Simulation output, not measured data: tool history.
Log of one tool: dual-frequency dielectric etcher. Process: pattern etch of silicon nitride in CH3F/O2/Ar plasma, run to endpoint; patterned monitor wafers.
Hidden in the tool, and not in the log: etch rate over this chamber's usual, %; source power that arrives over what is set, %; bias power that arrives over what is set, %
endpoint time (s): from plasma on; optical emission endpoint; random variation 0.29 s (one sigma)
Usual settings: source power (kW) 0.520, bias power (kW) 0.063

run   hour  source power (kW)  bias power (kW)  wafers since the last listed run  hours since the last wet clean  hours since the last source power generator calibration  hours since the last bias power generator calibration  hours since the last upper electrode change  incoming incoming film thickness, nm  endpoint time (s)
  1    0.0              0.450            0.054                                 0                           388.4                                                   3204.6                                                 3152.5                                       1938.4                                  55.2               95.6
  2    7.4              0.450            0.054                               106                           395.8                                                   3212.0                                                 3159.9                                       1945.8                                  55.3               95.4
  3   17.9              0.450            0.054                               151                           406.3                                                   3222.5                                                 3170.4                                       1956.3                                  55.4               95.5
  4   28.9              0.520            0.063                               158                           417.3                                                   3233.5                                                 3181.4                                       1967.3                                  54.9               82.5
  5   35.2              0.520            0.063                                90                           423.6                                                   3239.8                                                 3187.7                                       1973.6                                  54.7               82.6
  6   41.9              0.520            0.063                                96                           430.3                                                   3246.5                                                 3194.4                                       1980.3                                  54.6               82.4
      76.2  -- wet clean of the chamber
      90.2  -- bias power generator calibrated
      95.6  -- upper electrode replaced
  7   96.1              0.520            0.063                               299                            19.9                                                   3300.7                                                    5.9                                          0.5                                  55.1               80.4
  8   96.4              0.520            0.063                                 4                            20.2                                                   3301.0                                                    6.2                                          0.8                                  55.2               80.9
  9   96.8              0.570            0.063                                 5                            20.6                                                   3301.4                                                    6.6                                          1.2                                  55.4               77.5
 10   97.1              0.600            0.055                                 4                            20.9                                                   3301.7                                                    6.9                                          1.5                                  55.1               78.1
 11  115.4              0.490            0.057                               263                            39.2                                                   3320.0                                                   25.2                                         19.8                                  54.5               85.7
 12  121.8              0.480            0.063                                92                            45.6                                                   3326.4                                                   31.6                                         26.2                                  54.9               84.4
 13  136.0              0.520            0.051                               204                            59.8                                                   3340.6                                                   45.8                                         40.4                                  54.8               87.1
     159.9  -- source power generator calibrated
 14  161.3              0.520            0.063                               307                            85.1                                                      1.4                                                   71.1                                         65.7                                  55.5               82.1
 15  175.0              0.560            0.069                               197                            98.8                                                     15.1                                                   84.8                                         79.4                                  55.0               75.3
 16  190.0              0.390            0.071                               216                           113.8                                                     30.1                                                   99.8                                         94.4                                  54.6               92.5
 17  201.5              0.440            0.063                               165                           125.3                                                     41.6                                                  111.3                                        105.9                                  55.2               89.7

Forecast each of these 5 alternatives for the next run:
  A  201.9              0.520            0.063                                 5                           125.7                                                     42.0                                                  111.7                                        106.3                                  55.1                  ?
  B  201.9              0.580            0.058                                 5                           125.7                                                     42.0                                                  111.7                                        106.3                                  55.1                  ?
  C  201.9              0.650            0.063                                 5                           125.7                                                     42.0                                                  111.7                                        106.3                                  55.1                  ?
  D  201.9              0.580            0.073                                 5                           125.7                                                     42.0                                                  111.7                                        106.3                                  55.1                  ?
  E  201.9              0.410            0.054                                 5                           125.7                                                     42.0                                                  111.7                                        106.3                                  55.1                  ?

run  endpoint time (s)
  A               81.7
  B               79.2
  C               72.4
  D               73.0
  E               99.7
Without the tool's hidden state the same runs would have given:
run  endpoint time (s)
  A               79.5
  B               77.0
  C               70.4
  D               71.0
  E               97.0

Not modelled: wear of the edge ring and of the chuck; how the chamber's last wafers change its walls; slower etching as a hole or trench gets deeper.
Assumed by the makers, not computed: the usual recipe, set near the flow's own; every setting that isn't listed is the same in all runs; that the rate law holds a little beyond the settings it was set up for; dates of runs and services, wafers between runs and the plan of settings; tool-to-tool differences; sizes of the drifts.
